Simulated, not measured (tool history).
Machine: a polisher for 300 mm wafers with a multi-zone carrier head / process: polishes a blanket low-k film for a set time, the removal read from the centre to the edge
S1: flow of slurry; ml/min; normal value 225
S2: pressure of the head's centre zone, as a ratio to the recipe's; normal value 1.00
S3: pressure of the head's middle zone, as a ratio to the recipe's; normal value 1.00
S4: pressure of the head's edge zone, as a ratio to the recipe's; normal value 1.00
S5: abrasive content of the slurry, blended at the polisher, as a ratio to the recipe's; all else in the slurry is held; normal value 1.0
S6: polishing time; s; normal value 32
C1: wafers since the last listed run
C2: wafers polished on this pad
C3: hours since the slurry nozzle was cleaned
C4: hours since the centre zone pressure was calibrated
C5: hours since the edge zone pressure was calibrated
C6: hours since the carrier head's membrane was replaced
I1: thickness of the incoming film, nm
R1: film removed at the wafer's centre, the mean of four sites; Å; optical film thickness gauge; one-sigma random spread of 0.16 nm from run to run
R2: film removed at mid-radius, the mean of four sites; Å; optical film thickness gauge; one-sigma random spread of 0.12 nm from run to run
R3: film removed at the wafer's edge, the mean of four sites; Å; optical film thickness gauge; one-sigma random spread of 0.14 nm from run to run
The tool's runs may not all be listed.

{"run": 1, "hour": 0.0, "S1": 225, "S2": 1.0, "S3": 1.0, "S4": 1.0, "S5": 1.0, "S6": 35, "C1": 0, "C2": 615, "C3": 127.7, "C4": 463.2, "C5": 959.2, "C6": 733.1, "I1": 509.2, "R1": 171, "R2": 177, "R3": 176}
{"run": 2, "hour": 24.0, "S1": 225, "S2": 1.0, "S3": 1.0, "S4": 1.0, "S5": 1.0, "S6": 35, "C1": 196, "C2": 812, "C3": 151.7, "C4": 487.2, "C5": 983.2, "C6": 757.1, "I1": 516.4, "R1": 173, "R2": 172, "R3": 172}
{"hour": 33.1, "done": "worn pad replaced by a new one"}
{"run": 3, "hour": 39.6, "S1": 225, "S2": 1.0, "S3": 0.91, "S4": 1.0, "S5": 1.0, "S6": 28, "C1": 95, "C2": 53, "C3": 167.3, "C4": 502.8, "C5": 998.8, "C6": 772.7, "I1": 507.9, "R1": 134, "R2": 127, "R3": 139}
{"run": 4, "hour": 52.2, "S1": 225, "S2": 1.0, "S3": 0.91, "S4": 1.0, "S5": 1.0, "S6": 28, "C1": 103, "C2": 156, "C3": 179.9, "C4": 515.4, "C5": 1011.4, "C6": 785.3, "I1": 513.6, "R1": 134, "R2": 126, "R3": 139}
{"run": 5, "hour": 87.0, "S1": 225, "S2": 1.0, "S3": 0.91, "S4": 1.0, "S5": 1.0, "S6": 28, "C1": 285, "C2": 442, "C3": 214.7, "C4": 550.2, "C5": 1046.2, "C6": 820.1, "I1": 512.2, "R1": 131, "R2": 126, "R3": 136}
{"hour": 118.6, "done": "worn pad replaced by a new one"}
{"run": 6, "hour": 163.1, "S1": 225, "S2": 1.0, "S3": 1.0, "S4": 1.0, "S5": 1.0, "S6": 32, "C1": 591, "C2": 365, "C3": 290.8, "C4": 626.3, "C5": 1122.3, "C6": 896.2, "I1": 508.6, "R1": 150, "R2": 152, "R3": 155}
{"hour": 188.6, "done": "slurry nozzle cleaned"}
{"hour": 192.5, "done": "carrier head's membrane replaced by a new one"}
{"run": 7, "hour": 193.0, "S1": 225, "S2": 1.0, "S3": 1.0, "S4": 1.0, "S5": 1.0, "S6": 32, "C1": 205, "C2": 570, "C3": 4.4, "C4": 656.2, "C5": 1152.2, "C6": 0.5, "I1": 506.5, "R1": 172, "R2": 177, "R3": 171}
{"hour": 204.6, "done": "centre zone pressure recalibrated"}
{"run": 8, "hour": 207.0, "S1": 225, "S2": 1.0, "S3": 1.0, "S4": 1.0, "S5": 1.0, "S6": 32, "C1": 98, "C2": 668, "C3": 18.4, "C4": 2.4, "C5": 1166.2, "C6": 14.5, "I1": 510.6, "R1": 170, "R2": 171, "R3": 169}
{"hour": 216.0, "done": "worn pad replaced by a new one"}
{"run": 9, "hour": 284.5, "S1": 225, "S2": 1.0, "S3": 1.0, "S4": 1.0, "S5": 1.0, "S6": 32, "C1": 602, "C2": 561, "C3": 95.9, "C4": 79.9, "C5": 1243.7, "C6": 92.0, "I1": 507.9, "R1": 166, "R2": 166, "R3": 165}
{"hour": 313.3, "done": "worn pad replaced by a new one"}
{"run": 10, "hour": 313.8, "S1": 190, "S2": 1.0, "S3": 1.0, "S4": 1.09, "S5": 0.8, "S6": 40, "C1": 207, "C2": 3, "C3": 125.2, "C4": 109.2, "C5": 1273.0, "C6": 121.3, "I1": 507.7, "R1": 166, "R2": 166, "R3": 175}
{"run": 11, "hour": 347.2, "S1": 225, "S2": 1.0, "S3": 1.0, "S4": 1.12, "S5": 1.0, "S6": 32, "C1": 273, "C2": 277, "C3": 158.6, "C4": 142.6, "C5": 1306.4, "C6": 154.7, "I1": 517.0, "R1": 156, "R2": 161, "R3": 171}
{"run": 12, "hour": 359.7, "S1": 225, "S2": 1.06, "S3": 1.12, "S4": 0.91, "S5": 1.0, "S6": 32, "C1": 102, "C2": 380, "C3": 171.1, "C4": 155.1, "C5": 1318.9, "C6": 167.2, "I1": 513.4, "R1": 170, "R2": 176, "R3": 154}
{"run": 13, "hour": 377.9, "S1": 255, "S2": 1.05, "S3": 0.89, "S4": 1.0, "S5": 0.9, "S6": 32, "C1": 149, "C2": 529, "C3": 189.3, "C4": 173.3, "C5": 1337.1, "C6": 185.4, "I1": 509.7, "R1": 160, "R2": 139, "R3": 155}
{"hour": 385.1, "done": "edge zone pressure recalibrated"}
{"run": 14, "hour": 395.0, "S1": 200, "S2": 1.0, "S3": 1.0, "S4": 1.06, "S5": 1.0, "S6": 32, "C1": 123, "C2": 653, "C3": 206.4, "C4": 190.4, "C5": 9.9, "C6": 202.5, "I1": 511.8, "R1": 149, "R2": 153, "R3": 161}
{"run": 15, "hour": 418.9, "S1": 225, "S2": 1.0, "S3": 1.0, "S4": 1.0, "S5": 1.0, "S6": 32, "C1": 195, "C2": 849, "C3": 230.3, "C4": 214.3, "C5": 33.8, "C6": 226.4, "I1": 512.8, "R1": 156, "R2": 159, "R3": 160}
{"hour": 424.4, "done": "worn pad replaced by a new one"}
{"run": 16, "hour": 437.9, "S1": 250, "S2": 1.0, "S3": 1.11, "S4": 1.0, "S5": 1.0, "S6": 32, "C1": 123, "C2": 111, "C3": 249.3, "C4": 233.3, "C5": 52.8, "C6": 245.4, "I1": 500.1, "R1": 159, "R2": 176, "R3": 162}
{"hour": 460.4, "done": "slurry nozzle cleaned"}
{"run": 17, "hour": 468.7, "S1": 225, "S2": 1.0, "S3": 1.0, "S4": 1.0, "S5": 1.0, "S6": 35, "C1": 244, "C2": 355, "C3": 8.3, "C4": 264.1, "C5": 83.6, "C6": 276.2, "I1": 510.0, "R1": 187, "R2": 190, "R3": 186}
{"run": 18, "hour": 484.8, "S1": 225, "S2": 1.0, "S3": 1.05, "S4": 1.0, "S5": 1.0, "S6": 32, "C1": 132, "C2": 487, "C3": 24.4, "C4": 280.2, "C5": 99.7, "C6": 292.3, "I1": 512.0, "R1": 171, "R2": 181, "R3": 170}

Consider 3 possible next runs. They are alternatives, not a sequence: every one starts from the tool as it was left by run 18. What does each give?
{"run": "A", "hour": 485.2, "S1": 225, "S2": 0.94, "S3": 1.0, "S4": 1.0, "S5": 1.0, "S6": 32, "C1": 3, "C2": 490, "C3": 24.8, "C4": 280.6, "C5": 100.1, "C6": 292.7, "I1": 511.5, "R1": "?", "R2": "?", "R3": "?"}
{"run": "B", "hour": 485.2, "S1": 205, "S2": 0.94, "S3": 1.09, "S4": 0.96, "S5": 1.0, "S6": 32, "C1": 3, "C2": 490, "C3": 24.8, "C4": 280.6, "C5": 100.1, "C6": 292.7, "I1": 511.5, "R1": "?", "R2": "?", "R3": "?"}
{"run": "C", "hour": 485.2, "S1": 225, "S2": 1.0, "S3": 0.9, "S4": 1.0, "S5": 1.0, "S6": 32, "C1": 3, "C2": 490, "C3": 24.8, "C4": 280.6, "C5": 100.1, "C6": 292.7, "I1": 511.5, "R1": "?", "R2": "?", "R3": "?"}

run=A R1=162 R2=174 R3=170
run=B R1=159 R2=184 R3=165
run=C R1=172 R2=159 R3=170
With the hidden condition removed and each run's random variation left untouched, the same runs would have given:
run=A R1=165 R2=177 R3=172
run=B R1=163 R2=187 R3=167
run=C R1=176 R2=162 R3=172
